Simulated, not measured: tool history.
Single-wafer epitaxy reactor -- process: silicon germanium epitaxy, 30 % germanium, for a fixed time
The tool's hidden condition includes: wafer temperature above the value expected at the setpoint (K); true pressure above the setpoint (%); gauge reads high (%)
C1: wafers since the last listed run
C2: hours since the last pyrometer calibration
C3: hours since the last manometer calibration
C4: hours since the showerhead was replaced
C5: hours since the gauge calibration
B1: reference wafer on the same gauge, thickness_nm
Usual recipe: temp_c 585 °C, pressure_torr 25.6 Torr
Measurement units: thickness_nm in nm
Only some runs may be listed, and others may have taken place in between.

{"run": 1, "hour": 0.0, "temp_c": 585, "pressure_torr": 25.6, "C1": 0, "C2": 1952.9, "C3": 1772.8, "C4": 5357.7, "C5": 109.3, "B1": 48.875, "thickness_nm": 50.237}
{"run": 2, "hour": 23.8, "temp_c": 585, "pressure_torr": 25.6, "C1": 572, "C2": 1976.7, "C3": 1796.6, "C4": 5381.5, "C5": 133.1, "B1": 48.817, "thickness_nm": 49.754}
{"run": 3, "hour": 57.7, "temp_c": 585, "pressure_torr": 27.8, "C1": 815, "C2": 2010.6, "C3": 1830.5, "C4": 5415.4, "C5": 167.0, "B1": 48.732, "thickness_nm": 51.411}
{"run": 4, "hour": 144.4, "temp_c": 585, "pressure_torr": 25.6, "C1": 2085, "C2": 2097.3, "C3": 1917.2, "C4": 5502.1, "C5": 253.7, "B1": 48.704, "thickness_nm": 49.061}
{"run": 5, "hour": 170.9, "temp_c": 585, "pressure_torr": 25.6, "C1": 637, "C2": 2123.8, "C3": 1943.7, "C4": 5528.6, "C5": 280.2, "B1": 48.807, "thickness_nm": 48.953}
{"run": 6, "hour": 193.4, "temp_c": 577, "pressure_torr": 29.9, "C1": 541, "C2": 2146.3, "C3": 1966.2, "C4": 5551.1, "C5": 302.7, "B1": 48.654, "thickness_nm": 46.368}
{"run": 7, "hour": 228.9, "temp_c": 577, "pressure_torr": 29.9, "C1": 853, "C2": 2181.8, "C3": 2001.7, "C4": 5586.6, "C5": 338.2, "B1": 48.849, "thickness_nm": 45.946}
{"run": 8, "hour": 253.3, "temp_c": 597, "pressure_torr": 21.7, "C1": 586, "C2": 2206.2, "C3": 2026.1, "C4": 5611.0, "C5": 362.6, "B1": 48.909, "thickness_nm": 55.438}
{"run": 9, "hour": 285.1, "temp_c": 575, "pressure_torr": 25.6, "C1": 764, "C2": 2238.0, "C3": 2057.9, "C4": 5642.8, "C5": 394.4, "B1": 48.766, "thickness_nm": 40.492}
{"run": 10, "hour": 307.7, "temp_c": 575, "pressure_torr": 25.6, "C1": 543, "C2": 2260.6, "C3": 2080.5, "C4": 5665.4, "C5": 417.0, "B1": 48.878, "thickness_nm": 40.537}
{"run": 11, "hour": 330.8, "temp_c": 585, "pressure_torr": 25.6, "C1": 555, "C2": 2283.7, "C3": 2103.6, "C4": 5688.5, "C5": 440.1, "B1": 48.712, "thickness_nm": 48.622}
{"run": 12, "hour": 353.8, "temp_c": 585, "pressure_torr": 25.6, "C1": 553, "C2": 2306.7, "C3": 2126.6, "C4": 5711.5, "C5": 463.1, "B1": 48.794, "thickness_nm": 48.583}
{"hour": 372.6, "done": "gauge calibrated"}
{"run": 13, "hour": 384.5, "temp_c": 590, "pressure_torr": 25.6, "C1": 738, "C2": 2337.4, "C3": 2157.3, "C4": 5742.2, "C5": 11.9, "B1": 48.812, "thickness_nm": 52.811}
{"hour": 401.1, "done": "pyrometer calibrated"}
{"run": 14, "hour": 412.6, "temp_c": 590, "pressure_torr": 25.6, "C1": 483, "C2": 11.5, "C3": 2185.4, "C4": 5770.3, "C5": 40.0, "B1": 48.774, "thickness_nm": 58.905}
{"run": 15, "hour": 440.0, "temp_c": 590, "pressure_torr": 25.6, "C1": 659, "C2": 38.9, "C3": 2212.8, "C4": 5797.7, "C5": 67.4, "B1": 48.836, "thickness_nm": 58.877}
{"run": 16, "hour": 452.3, "temp_c": 585, "pressure_torr": 25.6, "C1": 295, "C2": 51.2, "C3": 2225.1, "C4": 5810.0, "C5": 79.7, "B1": 48.864, "thickness_nm": 53.614}
{"run": 17, "hour": 482.9, "temp_c": 600, "pressure_torr": 21.1, "C1": 736, "C2": 81.8, "C3": 2255.7, "C4": 5840.6, "C5": 110.3, "B1": 48.801, "thickness_nm": 63.25}
{"run": 18, "hour": 498.7, "temp_c": 585, "pressure_torr": 25.6, "C1": 380, "C2": 97.6, "C3": 2271.5, "C4": 5856.4, "C5": 126.1, "B1": 48.779, "thickness_nm": 53.675}
{"run": 19, "hour": 523.3, "temp_c": 571, "pressure_torr": 27.7, "C1": 591, "C2": 122.2, "C3": 2296.1, "C4": 5881.0, "C5": 150.7, "B1": 48.903, "thickness_nm": 43.696}
{"hour": 531.9, "done": "capacitance manometer re-zeroed and calibrated"}
{"run": 20, "hour": 557.0, "temp_c": 573, "pressure_torr": 28.8, "C1": 618, "C2": 155.9, "C3": 25.1, "C4": 5914.7, "C5": 184.4, "B1": 48.789, "thickness_nm": 45.787}
{"hour": 576.0, "done": "showerhead replaced, of another model than before"}
{"run": 21, "hour": 576.5, "temp_c": 593, "pressure_torr": 22.4, "C1": 276, "C2": 175.4, "C3": 44.6, "C4": 0.5, "C5": 203.9, "B1": 48.761, "thickness_nm": 59.208}
{"run": 22, "hour": 603.5, "temp_c": 585, "pressure_torr": 28.9, "C1": 649, "C2": 202.4, "C3": 71.6, "C4": 27.5, "C5": 230.9, "B1": 48.811, "thickness_nm": 56.01}
{"run": 23, "hour": 629.4, "temp_c": 596, "pressure_torr": 25.6, "C1": 623, "C2": 228.3, "C3": 97.5, "C4": 53.4, "C5": 256.8, "B1": 48.89, "thickness_nm": 65.17}
{"run": 24, "hour": 643.0, "temp_c": 585, "pressure_torr": 25.6, "C1": 327, "C2": 241.9, "C3": 111.1, "C4": 67.0, "C5": 270.4, "B1": 48.748, "thickness_nm": 53.632}
{"run": 25, "hour": 676.0, "temp_c": 585, "pressure_torr": 31.1, "C1": 793, "C2": 274.9, "C3": 144.1, "C4": 100.0, "C5": 303.4, "B1": 48.664, "thickness_nm": 57.45}
{"run": 26, "hour": 690.8, "temp_c": 585, "pressure_torr": 25.6, "C1": 356, "C2": 289.7, "C3": 158.9, "C4": 114.8, "C5": 318.2, "B1": 48.67, "thickness_nm": 53.736}
{"run": 27, "hour": 728.3, "temp_c": 585, "pressure_torr": 21.9, "C1": 902, "C2": 327.2, "C3": 196.4, "C4": 152.3, "C5": 355.7, "B1": 48.817, "thickness_nm": 50.957}
{"run": 28, "hour": 761.7, "temp_c": 585, "pressure_torr": 25.6, "C1": 803, "C2": 360.6, "C3": 229.8, "C4": 185.7, "C5": 389.1, "B1": 48.816, "thickness_nm": 53.491}
{"run": 29, "hour": 781.0, "temp_c": 596, "pressure_torr": 29.2, "C1": 464, "C2": 379.9, "C3": 249.1, "C4": 205.0, "C5": 408.4, "B1": 48.715, "thickness_nm": 68.709}
{"run": 30, "hour": 807.7, "temp_c": 585, "pressure_torr": 30.7, "C1": 642, "C2": 406.6, "C3": 275.8, "C4": 231.7, "C5": 435.1, "B1": 48.832, "thickness_nm": 57.255}
{"run": 31, "hour": 824.0, "temp_c": 585, "pressure_torr": 27.2, "C1": 392, "C2": 422.9, "C3": 292.1, "C4": 248.0, "C5": 451.4, "B1": 48.957, "thickness_nm": 54.749}
{"hour": 829.7, "done": "gauge calibrated"}
{"run": 32, "hour": 841.6, "temp_c": 570, "pressure_torr": 27.5, "C1": 423, "C2": 440.5, "C3": 309.7, "C4": 265.6, "C5": 11.9, "B1": 48.874, "thickness_nm": 41.973}
{"run": 33, "hour": 867.7, "temp_c": 581, "pressure_torr": 23.3, "C1": 627, "C2": 466.6, "C3": 335.8, "C4": 291.7, "C5": 38.0, "B1": 48.813, "thickness_nm": 48.014}
{"run": 34, "hour": 897.7, "temp_c": 585, "pressure_torr": 25.6, "C1": 721, "C2": 496.6, "C3": 365.8, "C4": 321.7, "C5": 68.0, "B1": 48.82, "thickness_nm": 53.651}
{"run": 35, "hour": 911.1, "temp_c": 585, "pressure_torr": 25.6, "C1": 322, "C2": 510.0, "C3": 379.2, "C4": 335.1, "C5": 81.4, "B1": 48.914, "thickness_nm": 53.403}

The tool's hidden state at each run:
true pressure above the setpoint (%): 0 on each run
gauge reads high (%): 0 on each run
H1: wafer temperature above the value expected at the setpoint (K)
run=1 H1=-3.99
run=2 H1=-4.09
run=3 H1=-4.23
run=4 H1=-4.62
run=5 H1=-4.74
run=6 H1=-4.84
run=7 H1=-5
run=8 H1=-5.12
run=9 H1=-5.27
run=10 H1=-5.38
run=11 H1=-5.49
run=12 H1=-5.6
run=13 H1=-5.76
run=14 H1=0.0527
run=15 H1=0.0512
run=16 H1=0.05
run=17 H1=0.0456
run=18 H1=0.0426
run=19 H1=0.0368
run=20 H1=0.0268
run=21 H1=0.0199
run=22 H1=0.00893
run=23 H1=-0.00302
run=24 H1=-0.00987
run=25 H1=-0.0281
run=26 H1=-0.0371
run=27 H1=-0.0619
run=28 H1=-0.0865
run=29 H1=-0.102
run=30 H1=-0.124
run=31 H1=-0.139
run=32 H1=-0.155
run=33 H1=-0.18
run=34 H1=-0.211
run=35 H1=-0.226

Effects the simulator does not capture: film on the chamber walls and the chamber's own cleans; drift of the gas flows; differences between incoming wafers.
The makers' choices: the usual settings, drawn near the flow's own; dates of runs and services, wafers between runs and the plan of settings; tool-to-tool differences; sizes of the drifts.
